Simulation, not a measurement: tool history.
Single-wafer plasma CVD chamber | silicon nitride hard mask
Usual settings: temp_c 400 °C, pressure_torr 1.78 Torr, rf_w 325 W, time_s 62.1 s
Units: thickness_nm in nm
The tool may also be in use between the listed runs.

run	hour	temp_c	pressure_torr	rf_w	time_s	wafers since the last listed run	hours since the last thermocouple change	hours since the last RF generator calibration	hours since the last manometer calibration	hours since the showerhead was replaced	hours since the gauge calibration	read-back reference wafer on the same gauge, thickness_nm	thickness_nm
1	0	400	1.89	345	62.1	0	1883.1	1072.8	1220.3	6579.9	816.2	67.356	81.134
# hour 162.1: capacitance manometer re-zeroed and calibrated
2	294.5	400	1.89	345	62.1	5635	2177.6	1367.3	132.4	6874.4	1110.7	67.284	81.948
3	339.8	400	1.78	325	62.1	891	2222.9	1412.6	177.7	6919.7	1156	67.41	77.811
4	431.5	400	1.78	325	62.1	1803	2314.6	1504.3	269.4	7011.4	1247.7	67.364	77.744
5	487.6	395	1.78	325	67.8	1103	2370.7	1560.4	325.5	7067.5	1303.8	67.258	85.117
6	560.1	400	1.6	325	62.1	1426	2443.2	1632.9	398	7140	1376.3	67.243	74.998
# hour 609.1: showerhead replaced
7	624.1	400	1.6	325	62.1	1101	2507.2	1696.9	462	15	1440.3	67.397	76.481
# hour 709.1: thermocouple changed; heater temperature recalibrated
8	717.4	400	1.6	325	62.1	1677	8.3	1790.2	555.3	108.3	1533.6	67.216	76.09
9	759.1	400	1.78	325	62.1	820	50	1831.9	597	150	1575.3	67.13	77.938
10	798	400	1.78	325	62.1	765	88.9	1870.8	635.9	188.9	1614.2	67.221	77.852
11	865.3	400	1.78	325	62.1	1323	156.2	1938.1	703.2	256.2	1681.5	67.324	77.284
12	956.7	400	1.78	325	62.1	1797	247.6	2029.5	794.6	347.6	1772.9	67.394	77.574
13	1008.6	400	1.78	325	62.1	1020	299.5	2081.4	846.5	399.5	1824.8	67.455	77.714
14	1074.3	400	1.78	325	62.1	1292	365.2	2147.1	912.2	465.2	1890.5	67.187	78.342
15	1155.8	400	2.03	325	62.1	1603	446.7	2228.6	993.7	546.7	1972	67.24	80.848
16	1260.7	391	1.78	325	53.8	2063	551.6	2333.5	1098.6	651.6	2076.9	67.238	67.866
17	1336	413	1.52	380	56.3	1481	626.9	2408.8	1173.9	726.9	2152.2	67.326	72.986
18	1376.3	400	1.78	390	73.1	792	667.2	2449.1	1214.2	767.2	2192.5	67.195	101.166
# hour 1387.7: gauge calibrated
# hour 1477.2: RF generator calibrated
19	1477.6	400	1.45	325	62.1	1835	768.5	0.4	1315.5	868.5	89.9	67.291	74.356
# hour 1520.8: capacitance manometer re-zeroed and calibrated
20	1558.5	400	1.56	355	58.8	1433	849.4	81.3	37.7	949.4	170.8	67.293	75.159
21	1650.9	412	1.78	385	62.1	1817	941.8	173.7	130.1	1041.8	263.2	67.157	84.742
22	1746.2	386	2.14	280	62.1	1874	1037.1	269	225.4	1137.1	358.5	67.265	75.718
23	1806.5	400	1.78	325	62.1	1186	1097.4	329.3	285.7	1197.4	418.8	67.2	78.15
24	1852.7	405	1.93	305	52.7	908	1143.6	375.5	331.9	1243.6	465	67.324	64.309
25	1890	405	2.1	265	62.1	733	1180.9	412.8	369.2	1280.9	502.3	67.263	72.478
26	1941.9	389	1.99	325	71.9	1020	1232.8	464.7	421.1	1332.8	554.2	67.205	92.827
27	2018.8	400	1.78	325	62.1	1512	1309.7	541.6	498	1409.7	631.1	67.37	77.282
28	2060.1	400	2.19	275	72.2	812	1351	582.9	539.3	1451	672.4	67.416	87.27

Forecast each of these 5 alternatives for the next run:
A	2060.5	400	1.78	310	62.1	7	1351.4	583.3	539.7	1451.4	672.8	?	?
B	2060.5	400	1.78	385	70.7	7	1351.4	583.3	539.7	1451.4	672.8	?	?
C	2060.5	405	1.66	300	62.1	7	1351.4	583.3	539.7	1451.4	672.8	?	?
D	2060.5	404	1.78	290	56.4	7	1351.4	583.3	539.7	1451.4	672.8	?	?
E	2060.5	388	2.1	360	55.2	7	1351.4	583.3	539.7	1451.4	672.8	?	?

run	read-back reference wafer on the same gauge, thickness_nm	thickness_nm
A	67.379	75.275
B	67.379	95.311
C	67.379	72.753
D	67.379	66.067
E	67.379	75.124
Without the tool's hidden state the same runs would have given:
run	thickness_nm
A	75.275
B	95.311
C	72.753
D	66.067
E	75.124

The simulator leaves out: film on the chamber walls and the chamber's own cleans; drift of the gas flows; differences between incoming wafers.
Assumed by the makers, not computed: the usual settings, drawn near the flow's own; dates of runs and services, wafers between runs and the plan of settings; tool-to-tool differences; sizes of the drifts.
